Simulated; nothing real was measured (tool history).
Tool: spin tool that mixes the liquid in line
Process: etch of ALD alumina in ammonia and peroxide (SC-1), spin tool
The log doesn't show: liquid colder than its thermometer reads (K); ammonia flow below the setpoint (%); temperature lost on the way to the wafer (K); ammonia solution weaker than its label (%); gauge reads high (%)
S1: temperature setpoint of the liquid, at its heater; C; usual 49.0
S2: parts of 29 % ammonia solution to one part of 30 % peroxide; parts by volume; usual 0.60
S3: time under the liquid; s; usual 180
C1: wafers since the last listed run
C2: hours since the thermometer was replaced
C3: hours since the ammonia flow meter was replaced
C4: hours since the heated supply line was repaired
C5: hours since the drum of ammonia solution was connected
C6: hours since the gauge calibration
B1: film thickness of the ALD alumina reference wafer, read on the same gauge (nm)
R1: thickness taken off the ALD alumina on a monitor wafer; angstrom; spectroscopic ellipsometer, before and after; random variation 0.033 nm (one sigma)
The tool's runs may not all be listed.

run,hour,S1,S2,S3,C1,C2,C3,C4,C5,C6,B1,R1
1,0.0,49.0,0.60,180,0,2600.4,809.5,1798.7,587.2,104.1,139.97,46.8
2,21.0,49.0,0.60,205,204,2621.4,830.5,1819.7,608.2,125.1,139.98,52.9
3,49.2,49.0,0.60,205,274,2649.6,858.7,1847.9,636.4,153.3,139.97,52.8
4,62.0,49.0,0.60,205,124,2662.4,871.5,1860.7,649.2,166.1,140.00,52.8
5,82.2,44.0,0.60,140,196,2682.6,891.7,1880.9,669.4,186.3,140.03,26.6
6,103.6,44.0,0.60,140,208,2704.0,913.1,1902.3,690.8,207.7,139.94,26.8
7,121.9,44.0,0.60,140,177,2722.3,931.4,1920.6,709.1,226.0,140.00,26.3
8,145.5,49.0,0.60,180,229,2745.9,955.0,1944.2,732.7,249.6,140.03,45.6
# hour 161.1: new drum of ammonia solution connected
9,178.9,49.0,0.60,180,314,2779.3,988.4,1977.6,17.8,283.0,139.97,45.3
# hour 199.7: thermometer replaced
10,213.1,49.0,0.60,180,322,13.4,1022.6,2011.8,52.0,317.2,139.95,53.0
11,242.2,49.0,0.30,100,282,42.5,1051.7,2040.9,81.1,346.3,139.96,27.7
12,254.7,40.5,0.75,180,121,55.0,1064.2,2053.4,93.6,358.8,140.03,32.8
13,287.4,49.0,0.60,180,317,87.7,1096.9,2086.1,126.3,391.5,140.05,52.5
14,305.4,58.5,0.45,180,174,105.7,1114.9,2104.1,144.3,409.5,140.00,86.5
# hour 320.7: heated supply line repaired
15,335.2,49.0,0.60,125,279,135.5,1144.7,14.5,174.1,439.3,140.01,44.3
# hour 337.0: gauge calibrated
# hour 358.2: ammonia flow meter replaced
16,358.8,43.5,0.60,100,219,159.1,0.6,38.1,197.7,21.8,140.05,25.9
17,379.8,52.5,0.60,180,204,180.1,21.6,59.1,218.7,42.8,140.04,76.9
18,403.3,49.0,0.60,180,228,203.6,45.1,82.6,242.2,66.3,139.99,63.6
19,428.3,54.5,0.35,180,242,228.6,70.1,107.6,267.2,91.3,139.99,80.6
20,460.8,40.0,0.35,75,315,261.1,102.6,140.1,299.7,123.8,140.00,14.7

Hidden state at the last listed run before each entry between runs and at the first one after, where it differs:
Between runs 8 and 9: new drum of ammonia solution connected (hour 161.1)
  liquid colder than its thermometer reads (K): 2.8 -> 2.84; temperature lost on the way to the wafer (K): 3.42 -> 3.47
  measured less the result without the state, R1: -19.3 -> -19.5 angstrom
Between runs 9 and 10: thermometer replaced (hour 199.7)
  liquid colder than its thermometer reads (K): 2.84 -> 0.0509; temperature lost on the way to the wafer (K): 3.47 -> 3.52
  measured less the result without the state, R1: -19.5 -> -11.8 angstrom
Between runs 14 and 15: heated supply line repaired (hour 320.7)
  liquid colder than its thermometer reads (K): 0.142 -> 0.171; temperature lost on the way to the wafer (K): 3.66 -> 0.168
  measured less the result without the state, R1: -19.1 -> -0.9 angstrom
Between runs 15 and 16: gauge calibrated (hour 337.0); ammonia flow meter replaced (hour 358.2)
  liquid colder than its thermometer reads (K): 0.171 -> 0.195; temperature lost on the way to the wafer (K): 0.168 -> 0.204
  measured less the result without the state, R1: -0.9 -> -0.6 angstrom
